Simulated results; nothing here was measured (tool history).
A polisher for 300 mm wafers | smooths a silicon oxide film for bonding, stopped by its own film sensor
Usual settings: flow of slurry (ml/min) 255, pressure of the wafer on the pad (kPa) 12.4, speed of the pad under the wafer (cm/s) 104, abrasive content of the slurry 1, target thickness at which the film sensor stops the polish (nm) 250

| run | hour | flow of slurry (ml/min) | pressure of the wafer on the pad (kPa) | speed of the pad under the wafer (cm/s) | abrasive content of the slurry | target thickness at which the film sensor stops the polish (nm) | incoming thickness of the incoming film, nm | time until the film sensor stopped the polish (s) |
|---|---|---|---|---|---|---|---|---|
| 1 | 0 | 255 | 12.4 | 104 | 1 | 250 | 301.2 | 89 |
| 2 | 35.7 | 255 | 12.4 | 104 | 1 | 250 | 303.4 | 87.8 |
| 3 | 86.1 | 255 | 12.4 | 104 | 1 | 250 | 301.3 | 86.6 |
| 4 | 98.6 | 255 | 12.4 | 104 | 0.8 | 250 | 297.8 | 94 |
| 5 | 130 | 255 | 12.4 | 104 | 1 | 250 | 305.2 | 95 |
| 6 | 158.3 | 255 | 12.4 | 104 | 1 | 250 | 301.2 | 88 |
| 7 | 175.1 | 255 | 12.4 | 104 | 1 | 250 | 303.1 | 91.6 |
| 8 | 201.7 | 255 | 12.4 | 104 | 1 | 250 | 300.3 | 88.2 |
| 9 | 235.6 | 255 | 12.4 | 104 | 0.85 | 250 | 302.2 | 92.3 |
| 10 | 260 | 255 | 12.4 | 104 | 1 | 250 | 297.5 | 78.8 |
| 11 | 288 | 255 | 12.4 | 104 | 1 | 250 | 299.2 | 84 |
| 12 | 305.8 | 255 | 12.4 | 104 | 1 | 250 | 304.9 | 92.9 |
| 13 | 337 | 255 | 12.4 | 116 | 1 | 238 | 296.8 | 92.7 |
| 14 | 364.4 | 255 | 12.4 | 104 | 1 | 250 | 300.5 | 87.7 |
| 15 | 397.3 | 255 | 12.4 | 104 | 1 | 250 | 298.3 | 82.6 |
| 16 | 428 | 220 | 12.4 | 104 | 0.75 | 262 | 296.8 | 76.5 |
| 17 | 456.6 | 255 | 12.4 | 104 | 1 | 250 | 298.6 | 79.7 |
| 18 | 492.3 | 255 | 12.4 | 136 | 1 | 265 | 301.3 | 48.3 |
| 19 | 507.8 | 255 | 12.4 | 114 | 0.85 | 250 | 297.3 | 81.3 |
| 20 | 535.6 | 255 | 12.4 | 104 | 1 | 250 | 301.5 | 88.4 |
| 21 | 550 | 255 | 12.4 | 104 | 1 | 250 | 299.3 | 85 |
| 22 | 583.9 | 280 | 9.7 | 86 | 1 | 250 | 301.3 | 121.3 |
| 23 | 600.3 | 255 | 14.5 | 104 | 1 | 250 | 300.3 | 77.9 |
| 24 | 617.5 | 255 | 12.4 | 104 | 1 | 250 | 299 | 84.4 |
| 25 | 648 | 255 | 14.5 | 104 | 0.9 | 236 | 295.9 | 98.6 |
| 26 | 680.2 | 340 | 12.4 | 104 | 1 | 250 | 300.2 | 79.5 |
| 27 | 700.1 | 330 | 12.4 | 104 | 1 | 261 | 296.8 | 58.9 |
| 28 | 712.7 | 255 | 12.4 | 78 | 1 | 245 | 300.7 | 120.3 |
| 29 | 732.8 | 200 | 10.3 | 104 | 1 | 250 | 296.4 | 91 |
| 30 | 763.9 | 180 | 8.3 | 104 | 1 | 250 | 295.8 | 107.3 |
| 31 | 779 | 255 | 12.4 | 78 | 1.25 | 250 | 298.6 | 92.4 |

Taken out of this log: 12 entries between the listed runs. Where each belongs, and how the hidden state differs across it:
Between runs 1 and 2: slurry blender recalibrated (hour 29.1)
  abrasive missing from the slurry, %: 13.1 -> 1.84
  measured less the result without the state, time until the film sensor stopped the polish (s): +7.5 -> +1
Between runs 2 and 3: slurry nozzle cleaned (hour 65)
  abrasive missing from the slurry, %: 1.84 -> 7.39
  measured less the result without the state, time until the film sensor stopped the polish (s): +1 -> +4
Between runs 4 and 5: worn pad replaced by a new one (hour 115.9)
  abrasive missing from the slurry, %: 8.25 -> 9.82
  measured less the result without the state, time until the film sensor stopped the polish (s): +5.5 -> +5.8
Between runs 8 and 9: slurry blender recalibrated (hour 235.1)
  abrasive missing from the slurry, %: 11.6 -> 0.254
  measured less the result without the state, time until the film sensor stopped the polish (s): +6.5 -> +0.1
Between runs 12 and 13: worn pad replaced by a new one (hour 322.1)
  abrasive missing from the slurry, %: 7.73 -> 9.27
  measured less the result without the state, time until the film sensor stopped the polish (s): +4.5 -> +5.4
Between runs 14 and 15: head pressure recalibrated (hour 369.3); slurry nozzle cleaned (hour 379.4)
  abrasive missing from the slurry, %: 10.2 -> 10.8
  measured less the result without the state, time until the film sensor stopped the polish (s): +5.6 -> +5.6
Between runs 16 and 17: slurry blender recalibrated (hour 456.1)
  abrasive missing from the slurry, %: 11.2 -> 0.537
  measured less the result without the state, time until the film sensor stopped the polish (s): +6.5 -> +0.2
Between runs 20 and 21: worn pad replaced by a new one (hour 542.9)
  abrasive missing from the slurry, %: 8.52 -> 9.22
  measured less the result without the state, time until the film sensor stopped the polish (s): +4.7 -> +4.8
Between runs 25 and 26: slurry blender recalibrated (hour 650.8)
  abrasive missing from the slurry, %: 11.5 -> 4.48
  measured less the result without the state, time until the film sensor stopped the polish (s): +7.7 -> +2.1
Between runs 26 and 27: slurry nozzle cleaned (hour 698)
  abrasive missing from the slurry, %: 4.48 -> 6.41
  measured less the result without the state, time until the film sensor stopped the polish (s): +2.1 -> +2.3
Between runs 29 and 30: worn pad replaced by a new one (hour 744.3)
  abrasive missing from the slurry, %: 8.59 -> 9.9
  measured less the result without the state, time until the film sensor stopped the polish (s): +4.9 -> +6.7
